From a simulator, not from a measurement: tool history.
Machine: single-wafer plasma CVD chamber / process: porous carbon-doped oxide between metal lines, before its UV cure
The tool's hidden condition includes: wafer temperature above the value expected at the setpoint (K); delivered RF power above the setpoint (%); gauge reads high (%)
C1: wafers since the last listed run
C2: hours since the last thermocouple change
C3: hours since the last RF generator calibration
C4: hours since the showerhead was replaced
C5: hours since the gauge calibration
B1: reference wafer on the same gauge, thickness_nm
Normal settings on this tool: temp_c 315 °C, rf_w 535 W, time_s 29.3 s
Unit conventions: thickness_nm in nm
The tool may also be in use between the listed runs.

Run 1, hour 0.0: usual settings; C1 0; C2 1534.8; C3 451.5; C4 2110.5; C5 338.9; B1 124.069. Result: thickness_nm 149.971 nm.
Run 2, hour 97.9: usual settings; C1 1494; C2 1632.7; C3 549.4; C4 2208.4; C5 436.8; B1 124.010. Result: thickness_nm 149.579 nm.
Run 3, hour 181.8: usual settings; C1 1281; C2 1716.6; C3 633.3; C4 2292.3; C5 520.7; B1 123.949. Result: thickness_nm 150.086 nm.
Run 4, hour 238.9: usual settings but rf_w 455 W; C1 871; C2 1773.7; C3 690.4; C4 2349.4; C5 577.8; B1 123.941. Result: thickness_nm 131.682 nm.
Run 5, hour 306.2: usual settings but rf_w 455 W; C1 1027; C2 1841.0; C3 757.7; C4 2416.7; C5 645.1; B1 123.953. Result: thickness_nm 132.200 nm.
Run 6, hour 368.3: usual settings; C1 948; C2 1903.1; C3 819.8; C4 2478.8; C5 707.2; B1 124.111. Result: thickness_nm 149.858 nm.
Run 7, hour 464.4: usual settings; C1 1467; C2 1999.2; C3 915.9; C4 2574.9; C5 803.3; B1 124.035. Result: thickness_nm 149.803 nm.
Run 8, hour 550.4: usual settings; C1 1313; C2 2085.2; C3 1001.9; C4 2660.9; C5 889.3; B1 124.107. Result: thickness_nm 150.601 nm.
Run 9, hour 644.9: usual settings; C1 1442; C2 2179.7; C3 1096.4; C4 2755.4; C5 983.8; B1 124.078. Result: thickness_nm 150.455 nm.
Run 10, hour 708.0: usual settings; C1 963; C2 2242.8; C3 1159.5; C4 2818.5; C5 1046.9; B1 124.065. Result: thickness_nm 150.450 nm.
Run 11, hour 791.3: usual settings; C1 1271; C2 2326.1; C3 1242.8; C4 2901.8; C5 1130.2; B1 123.993. Result: thickness_nm 149.998 nm.
At hour 865.9: showerhead replaced.
Run 12, hour 895.5: usual settings but rf_w 475 W; C1 1468; C2 2430.3; C3 1347.0; C4 29.6; C5 1234.4; B1 123.968. Result: thickness_nm 136.938 nm.
Run 13, hour 944.4: usual settings; C1 746; C2 2479.2; C3 1395.9; C4 78.5; C5 1283.3; B1 124.073. Result: thickness_nm 150.406 nm.
At hour 978.9: thermocouple changed; heater temperature recalibrated.
Run 14, hour 1027.4: usual settings; C1 1145; C2 48.5; C3 1478.9; C4 161.5; C5 1366.3; B1 124.031. Result: thickness_nm 147.630 nm.
Run 15, hour 1119.6: usual settings; C1 1407; C2 140.7; C3 1571.1; C4 253.7; C5 1458.5; B1 124.082. Result: thickness_nm 147.365 nm.
Run 16, hour 1195.9: usual settings but temp_c 327 °C, time_s 33.2 s; C1 1164; C2 217.0; C3 1647.4; C4 330.0; C5 1534.8; B1 123.977. Result: thickness_nm 158.314 nm.
Run 17, hour 1258.3: usual settings; C1 952; C2 279.4; C3 1709.8; C4 392.4; C5 1597.2; B1 124.027. Result: thickness_nm 148.105 nm.
Run 18, hour 1300.7: usual settings but temp_c 328 °C, time_s 30.8 s; C1 647; C2 321.8; C3 1752.2; C4 434.8; C5 1639.6; B1 123.879. Result: thickness_nm 145.624 nm.
Run 19, hour 1394.5: usual settings but rf_w 620 W, time_s 25.5 s; C1 1432; C2 415.6; C3 1846.0; C4 528.6; C5 1733.4; B1 123.994. Result: thickness_nm 144.419 nm.
At hour 1405.6: RF generator calibrated.
Run 20, hour 1464.1: usual settings but temp_c 328 °C, time_s 30.8 s; C1 940; C2 485.2; C3 58.5; C4 598.2; C5 1803.0; B1 124.024. Result: thickness_nm 145.767 nm.
At hour 1540.8: gauge calibrated.
Run 21, hour 1676.5: usual settings but time_s 32.4 s; C1 3242; C2 697.6; C3 270.9; C4 810.6; C5 135.7; B1 123.968. Result: thickness_nm 163.486 nm.
Run 22, hour 1776.7: usual settings but temp_c 323 °C, time_s 32.5 s; C1 1529; C2 797.8; C3 371.1; C4 910.8; C5 235.9; B1 124.099. Result: thickness_nm 159.044 nm.
Run 23, hour 1827.8: usual settings but time_s 32.6 s; C1 780; C2 848.9; C3 422.2; C4 961.9; C5 287.0; B1 123.873. Result: thickness_nm 164.529 nm.
Run 24, hour 1916.4: usual settings but temp_c 328 °C, rf_w 455 W, time_s 23.5 s; C1 1352; C2 937.5; C3 510.8; C4 1050.5; C5 375.6; B1 124.052. Result: thickness_nm 100.035 nm.
Run 25, hour 2000.7: usual settings; C1 1287; C2 1021.8; C3 595.1; C4 1134.8; C5 459.9; B1 124.030. Result: thickness_nm 148.640 nm.
Run 26, hour 2257.2: usual settings but temp_c 323 °C, rf_w 510 W, time_s 24.2 s; C1 3916; C2 1278.3; C3 851.6; C4 1391.3; C5 716.4; B1 123.985. Result: thickness_nm 115.075 nm.
Run 27, hour 2311.9: usual settings but temp_c 301 °C, rf_w 465 W, time_s 26.3 s; C1 835; C2 1333.0; C3 906.3; C4 1446.0; C5 771.1; B1 124.104. Result: thickness_nm 129.448 nm.
Run 28, hour 2402.3: usual settings but temp_c 302 °C, rf_w 600 W, time_s 23.8 s; C1 1380; C2 1423.4; C3 996.7; C4 1536.4; C5 861.5; B1 123.998. Result: thickness_nm 141.710 nm.
Run 29, hour 2477.1: usual settings; C1 1142; C2 1498.2; C3 1071.5; C4 1611.2; C5 936.3; B1 123.896. Result: thickness_nm 149.607 nm.
Run 30, hour 2545.5: usual settings but temp_c 310 °C, rf_w 475 W; C1 1044; C2 1566.6; C3 1139.9; C4 1679.6; C5 1004.7; B1 124.002. Result: thickness_nm 139.954 nm.
Run 31, hour 2633.1: usual settings; C1 1337; C2 1654.2; C3 1227.5; C4 1767.2; C5 1092.3; B1 123.968. Result: thickness_nm 149.383 nm.
Run 32, hour 2730.3: usual settings but rf_w 575 W; C1 1484; C2 1751.4; C3 1324.7; C4 1864.4; C5 1189.5; B1 123.948. Result: thickness_nm 157.955 nm.

What was the tool's hidden state at every run in the log?
delivered RF power above the setpoint (%): 0 at every run
gauge reads high (%): 0 at every run
H1: wafer temperature above the value expected at the setpoint (K)
run      H1
  1   -4.07
  2   -4.15
  3   -4.21
  4   -4.24
  5   -4.28
  6   -4.32
  7   -4.37
  8    -4.4
  9   -4.44
 10   -4.46
 11   -4.49
 12   -4.52
 13   -4.53
 14  -0.135
 15  -0.576
 16  -0.906
 17   -1.15
 18   -1.31
 19   -1.63
 20   -1.85
 21    -2.4
 22   -2.62
 23   -2.72
 24   -2.88
 25   -3.01
 26   -3.35
 27   -3.41
 28    -3.5
 29   -3.57
 30   -3.63
 31   -3.69
 32   -3.76

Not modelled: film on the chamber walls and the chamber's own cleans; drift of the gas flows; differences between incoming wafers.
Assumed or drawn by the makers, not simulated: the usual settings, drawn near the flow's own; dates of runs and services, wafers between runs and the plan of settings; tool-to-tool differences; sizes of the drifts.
